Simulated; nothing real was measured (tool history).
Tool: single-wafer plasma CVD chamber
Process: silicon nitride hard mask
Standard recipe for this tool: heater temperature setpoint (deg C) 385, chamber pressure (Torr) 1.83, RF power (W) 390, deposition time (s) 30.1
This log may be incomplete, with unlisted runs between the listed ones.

run     day  heater temperature setpoint (deg C)  chamber pressure (Torr)  RF power (W)  deposition time (s)  wafers since the last listed run  hours since the last thermocouple change  hours since the last RF generator calibration  hours since the last manometer calibration  hours since the showerhead was replaced  hours since the gauge calibration  read-back reference wafer on the same gauge, thickness_nm  mean film thickness on the monitor wafer (nm)
  1   0.000                                  381                     1.83           390                 30.1                                 0                                    1875.0                                         2256.1                                      1423.0                                   2383.8                              263.7                                                     46.798                                         38.662
  2   0.467                                  378                     1.83           390                 32.1                               245                                    1886.2                                         2267.3                                      1434.2                                   2395.0                              274.9                                                     46.816                                         41.388
  3   1.317                                  385                     1.83           390                 30.1                               446                                    1906.6                                         2287.7                                      1454.6                                   2415.4                              295.3                                                     46.803                                         38.621
  4   1.904                                  385                     1.83           355                 30.1                               308                                    1920.7                                         2301.8                                      1468.7                                   2429.5                              309.4                                                     46.771                                         36.155
  5   2.588                                  385                     1.83           390                 32.4                               359                                    1937.1                                         2318.2                                      1485.1                                   2445.9                              325.8                                                     46.806                                         41.695
  6   3.171                                  385                     1.83           390                 30.1                               306                                    1951.1                                         2332.2                                      1499.1                                   2459.9                              339.8                                                     46.787                                         38.670
      3.879  -- thermocouple changed; heater temperature recalibrated
  7   4.408                                  385                     1.83           390                 30.1                               475                                      12.7                                         2361.9                                      1528.8                                   2489.6                              369.5                                                     46.812                                         38.514
      5.138  -- RF generator calibrated
  8   5.158                                  385                     1.83           390                 30.1                               219                                      30.7                                            0.5                                      1546.8                                   2507.6                              387.5                                                     46.782                                         40.932
  9   5.721                                  385                     1.83           390                 30.1                               295                                      44.2                                           14.0                                      1560.3                                   2521.1                              401.0                                                     46.826                                         40.919
      6.225  -- capacitance manometer re-zeroed and calibrated
 10   6.246                                  385                     1.83           390                 30.1                               100                                      56.8                                           26.6                                         0.5                                   2533.7                              413.6                                                     46.822                                         40.907
 11   6.367                                  385                     1.83           390                 30.1                                63                                      59.7                                           29.5                                         3.4                                   2536.6                              416.5                                                     46.792                                         41.047
 12   7.004                                  385                     1.83           390                 30.1                               335                                      75.0                                           44.8                                        18.7                                   2551.9                              431.8                                                     46.794                                         40.821
 13   7.708                                  385                     1.83           390                 30.1                               370                                      91.9                                           61.7                                        35.6                                   2568.8                              448.7                                                     46.769                                         40.897
 14   7.979                                  385                     1.63           355                 30.1                               142                                      98.4                                           68.2                                        42.1                                   2575.3                              455.2                                                     46.796                                         37.081
 15   8.579                                  385                     2.01           360                 30.1                               315                                     112.8                                           82.6                                        56.5                                   2589.7                              469.6                                                     46.804                                         39.387
      8.846  -- gauge calibrated
 16   9.067                                  385                     1.83           425                 30.1                               256                                     124.5                                           94.3                                        68.2                                   2601.4                                5.3                                                     46.793                                         43.258
 17   9.517                                  378                     1.83           390                 32.1                               236                                     135.3                                          105.1                                        79.0                                   2612.2                               16.1                                                     46.796                                         43.274
     10.004  -- showerhead replaced
 18  10.025                                  400                     2.19           410                 33.9                                92                                     147.5                                          117.3                                        91.2                                      0.5                               28.3                                                     46.817                                         48.640
 19  10.325                                  385                     1.83           340                 26.7                               157                                     154.7                                          124.5                                        98.4                                      7.7                               35.5                                                     46.796                                         32.569
 20  10.646                                  385                     1.99           390                 35.9                               168                                     162.4                                          132.2                                       106.1                                     15.4                               43.2                                                     46.814                                         49.206
 21  11.304                                  385                     1.83           390                 35.9                               346                                     178.2                                          148.0                                       121.9                                     31.2                               59.0                                                     46.795                                         48.282
 22  11.642                                  378                     1.83           390                 32.1                               177                                     186.3                                          156.1                                       130.0                                     39.3                               67.1                                                     46.800                                         43.401
 23  12.067                                  379                     2.00           330                 30.1                               223                                     196.5                                          166.3                                       140.2                                     49.5                               77.3                                                     46.803                                         36.652
 24  12.979                                  385                     1.83           390                 34.1                               479                                     218.4                                          188.2                                       162.1                                     71.4                               99.2                                                     46.812                                         45.946
 25  13.650                                  379                     2.12           390                 34.1                               352                                     234.5                                          204.3                                       178.2                                     87.5                              115.3                                                     46.802                                         47.523
 26  14.067                                  385                     1.99           390                 35.9                               219                                     244.5                                          214.3                                       188.2                                     97.5                              125.3                                                     46.797                                         48.913
 27  14.688                                  385                     1.83           390                 30.1                               326                                     259.4                                          229.2                                       203.1                                    112.4                              140.2                                                     46.800                                         40.434
 28  15.117                                  385                     1.61           390                 33.2                               225                                     269.7                                          239.5                                       213.4                                    122.7                              150.5                                                     46.817                                         43.158
 29  15.862                                  385                     1.83           390                 30.1                               392                                     287.6                                          257.4                                       231.3                                    140.6                              168.4                                                     46.799                                         40.297
 30  16.142                                  385                     1.54           390                 30.1                               146                                     294.3                                          264.1                                       238.0                                    147.3                              175.1                                                     46.811                                         38.768

Run by run, hidden condition taken away, random variation retained:
Hidden state at play: wafer temperature above the value expected at the setpoint (K); delivered RF power above the setpoint (%); true pressure above the setpoint (%); gauge reads high (%).
run  mean film thickness on the monitor wafer (nm)
  1                                         41.000
  2                                         43.893
  3                                         40.963
  4                                         38.389
  5                                         44.229
  6                                         41.022
  7                                         40.862
  8                                         41.057
  9                                         41.084
 10                                         41.107
 11                                         41.256
 12                                         41.072
 13                                         41.194
 14                                         37.366
 15                                         39.727
 16                                         43.635
 17                                         43.711
 18                                         49.129
 19                                         32.947
 20                                         49.785
 21                                         48.898
 22                                         43.976
 23                                         37.183
 24                                         46.641
 25                                         48.287
 26                                         49.726
 27                                         41.140
 28                                         43.936
 29                                         41.063
 30                                         39.519
